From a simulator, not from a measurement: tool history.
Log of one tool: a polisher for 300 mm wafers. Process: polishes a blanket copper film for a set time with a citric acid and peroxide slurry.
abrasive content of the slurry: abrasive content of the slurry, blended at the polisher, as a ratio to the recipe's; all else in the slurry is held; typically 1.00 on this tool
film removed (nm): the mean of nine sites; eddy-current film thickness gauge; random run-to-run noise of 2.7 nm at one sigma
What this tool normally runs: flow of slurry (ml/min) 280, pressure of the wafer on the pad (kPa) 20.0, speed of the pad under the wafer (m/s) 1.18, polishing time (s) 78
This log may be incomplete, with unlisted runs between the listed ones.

run     day  flow of slurry (ml/min)  pressure of the wafer on the pad (kPa)  speed of the pad under the wafer (m/s)  abrasive content of the slurry  polishing time (s)  incoming thickness of the incoming film, nm  film removed (nm)
  1   0.000                      280                                    20.0                                    1.18                            1.00                  78                                        774.1              176.3
  2   1.792                      280                                    20.0                                    1.18                            1.00                  78                                        783.8              174.8
  3   3.783                      280                                    20.0                                    1.18                            1.00                  78                                        794.7              172.3
  4   5.075                      245                                    20.0                                    1.18                            1.00                  78                                        779.9              172.6
      7.221  -- worn pad replaced by a new one
  5   7.333                      245                                    20.0                                    1.18                            1.00                  78                                        785.5              181.5
      8.821  -- slurry blender recalibrated
  6   9.154                      280                                    20.0                                    1.18                            1.00                  78                                        762.9              178.1
  7  11.121                      280                                    20.0                                    1.18                            1.00                  78                                        793.7              176.6
  8  13.238                      280                                    20.0                                    1.18                            1.00                  78                                        783.6              176.0
  9  15.804                      280                                    20.0                                    1.18                            1.00                  78                                        788.1              171.2
 10  17.746                      280                                    20.0                                    1.18                            1.00                  78                                        774.0              166.7
     18.658  -- worn pad replaced by a new one
     19.496  -- slurry nozzle cleaned
 11  19.604                      280                                    20.0                                    1.18                            1.00                  78                                        781.1              182.6
 12  21.329                      315                                    20.0                                    1.18                            1.25                  78                                        790.5              192.4
 13  24.133                      280                                    20.0                                    0.90                            1.00                  78                                        779.6              138.0
     24.467  -- slurry blender recalibrated
 14  26.229                      320                                    24.1                                    1.18                            0.80                  86                                        790.1              220.7

The next listed run, before its measurement:
     28.200  -- worn pad replaced by a new one
 15  34.212                      280                                    20.0                                    1.18                            1.00                  78                                        789.7                  ?

{"run 15": {"film removed (nm)": 177.6}}
With no hidden state in the tool, this same run would have given film removed (nm) 181.6.
